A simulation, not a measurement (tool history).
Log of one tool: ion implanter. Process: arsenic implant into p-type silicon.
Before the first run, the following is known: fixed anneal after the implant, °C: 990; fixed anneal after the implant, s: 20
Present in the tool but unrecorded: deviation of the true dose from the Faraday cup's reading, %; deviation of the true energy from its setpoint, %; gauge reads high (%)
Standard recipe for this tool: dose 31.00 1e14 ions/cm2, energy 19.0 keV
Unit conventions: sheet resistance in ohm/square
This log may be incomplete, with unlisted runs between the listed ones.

| run | day | dose | energy | wafers since the last listed run | hours since the last dose calibration | hours since the extraction supply was calibrated | hours since the gauge calibration | read-back reference wafer on the same gauge, sheet resistance | sheet resistance |
|---|---|---|---|---|---|---|---|---|---|
| 1 | 0.000 | 31.00 | 19.0 | 0 | 118.1 | 2201.2 | 660.4 | 90.99 | 111.63 |
| 2 | 3.975 | 27.00 | 19.0 | 1984 | 213.5 | 2296.6 | 755.8 | 91.02 | 113.44 |
| 3 | 6.654 | 31.00 | 19.0 | 1337 | 277.8 | 2360.9 | 820.1 | 91.05 | 112.11 |
| 4 | 9.888 | 31.00 | 19.0 | 1614 | 355.4 | 2438.5 | 897.7 | 91.00 | 112.14 |
| 5 | 12.304 | 31.00 | 19.0 | 1206 | 413.4 | 2496.5 | 955.7 | 90.99 | 111.87 |
| 6 | 15.538 | 23.82 | 17.5 | 1614 | 491.0 | 2574.1 | 1033.3 | 91.00 | 118.97 |
| 7 | 19.496 | 31.00 | 15.5 | 1975 | 586.0 | 2669.1 | 1128.3 | 90.97 | 119.94 |
|  | 20.638 | Faraday cup replaced and dose calibrated |
| 8 | 23.254 | 31.00 | 15.5 | 1709 | 62.8 | 2759.3 | 1218.5 | 91.01 | 120.22 |
| 9 | 27.254 | 31.00 | 15.5 | 1996 | 158.8 | 2855.3 | 1314.5 | 90.98 | 120.32 |
| 10 | 29.192 | 31.00 | 19.0 | 967 | 205.3 | 2901.8 | 1361.0 | 91.00 | 112.22 |
| 11 | 32.579 | 31.00 | 19.0 | 1690 | 286.6 | 2983.1 | 1442.3 | 91.02 | 112.09 |
| 12 | 35.075 | 31.00 | 19.0 | 1245 | 346.5 | 3043.0 | 1502.2 | 90.99 | 112.66 |
| 13 | 39.029 | 33.02 | 19.0 | 1973 | 441.4 | 3137.9 | 1597.1 | 90.97 | 111.75 |
| 14 | 42.871 | 33.02 | 19.0 | 1917 | 533.6 | 3230.1 | 1689.3 | 91.03 | 111.62 |
|  | 45.375 | Faraday cup replaced and dose calibrated |
| 15 | 45.396 | 33.02 | 19.0 | 1094 | 0.5 | 3290.7 | 1749.9 | 90.95 | 111.36 |
| 16 | 48.371 | 31.00 | 19.0 | 1485 | 71.9 | 3362.1 | 1821.3 | 90.96 | 112.58 |
| 17 | 51.933 | 31.00 | 19.0 | 1778 | 157.4 | 3447.6 | 1906.8 | 91.00 | 112.69 |
| 18 | 54.458 | 31.00 | 19.0 | 1260 | 218.0 | 3508.2 | 1967.4 | 90.96 | 112.54 |
| 19 | 56.775 | 31.00 | 19.0 | 1156 | 273.6 | 3563.8 | 2023.0 | 90.99 | 112.41 |
| 20 | 58.896 | 37.48 | 25.0 | 1058 | 324.5 | 3614.7 | 2073.9 | 90.98 | 98.21 |
| 21 | 61.446 | 31.00 | 19.0 | 1272 | 385.7 | 3675.9 | 2135.1 | 91.02 | 112.55 |
| 22 | 65.750 | 25.82 | 19.0 | 2148 | 489.0 | 3779.2 | 2238.4 | 90.97 | 114.71 |
|  | 69.100 | Faraday cup replaced and dose calibrated |
| 23 | 69.638 | 31.00 | 19.0 | 1774 | 12.9 | 3872.5 | 2331.7 | 91.01 | 112.56 |
| 24 | 71.554 | 37.90 | 21.5 | 956 | 58.9 | 3918.5 | 2377.7 | 90.98 | 104.47 |
| 25 | 75.108 | 31.00 | 19.0 | 1774 | 144.2 | 4003.8 | 2463.0 | 91.02 | 112.41 |
| 26 | 76.858 | 22.66 | 16.5 | 873 | 186.2 | 4045.8 | 2505.0 | 91.01 | 122.69 |
| 27 | 80.138 | 22.95 | 19.0 | 1636 | 264.9 | 4124.5 | 2583.7 | 90.99 | 116.64 |
| 28 | 83.746 | 24.87 | 13.0 | 1801 | 351.5 | 4211.1 | 2670.3 | 90.97 | 129.81 |
| 29 | 85.967 | 23.75 | 13.5 | 1108 | 404.8 | 4264.4 | 2723.6 | 90.99 | 129.35 |
|  | 88.108 | gauge calibrated |
|  | 89.379 | extraction supply calibrated |
| 30 | 89.404 | 31.00 | 19.0 | 1549 | 487.3 | 0.6 | 31.1 | 91.04 | 111.56 |
| 31 | 92.754 | 36.29 | 19.0 | 1672 | 567.7 | 81.0 | 111.5 | 90.98 | 109.67 |
| 32 | 96.996 | 31.00 | 21.5 | 2117 | 669.5 | 182.8 | 213.3 | 90.99 | 106.08 |
| 33 | 99.058 | 31.00 | 19.0 | 1029 | 719.0 | 232.3 | 262.8 | 91.01 | 111.49 |
|  | 99.917 | Faraday cup replaced and dose calibrated |
| 34 | 101.408 | 31.00 | 19.0 | 1006 | 35.8 | 288.7 | 319.2 | 91.05 | 111.63 |
| 35 | 108.812 | 31.00 | 16.5 | 3696 | 213.5 | 466.4 | 496.9 | 91.04 | 117.33 |
| 36 | 110.371 | 24.16 | 15.5 | 777 | 250.9 | 503.8 | 534.3 | 91.00 | 123.02 |
| 37 | 114.733 | 31.00 | 19.0 | 2177 | 355.6 | 608.5 | 639.0 | 91.05 | 111.67 |

What if the next run were any one of these 4? Each begins from the tool's condition after run 37:
| A | 114.750 | 27.85 | 19.0 | 8 | 356.0 | 608.9 | 639.4 | ? | ? |
| B | 114.750 | 27.52 | 17.0 | 8 | 356.0 | 608.9 | 639.4 | ? | ? |
| C | 114.750 | 37.08 | 17.0 | 8 | 356.0 | 608.9 | 639.4 | ? | ? |
| D | 114.750 | 31.00 | 14.0 | 8 | 356.0 | 608.9 | 639.4 | ? | ? |

| run | read-back reference wafer on the same gauge, sheet resistance | sheet resistance |
|---|---|---|
| A | 90.99 | 112.75 |
| B | 90.99 | 117.53 |
| C | 90.99 | 113.49 |
| D | 90.99 | 123.04 |
Without the tool's hidden state the same runs would have given:
| run | sheet resistance |
|---|---|
| A | 112.54 |
| B | 117.33 |
| C | 113.30 |
| D | 122.87 |
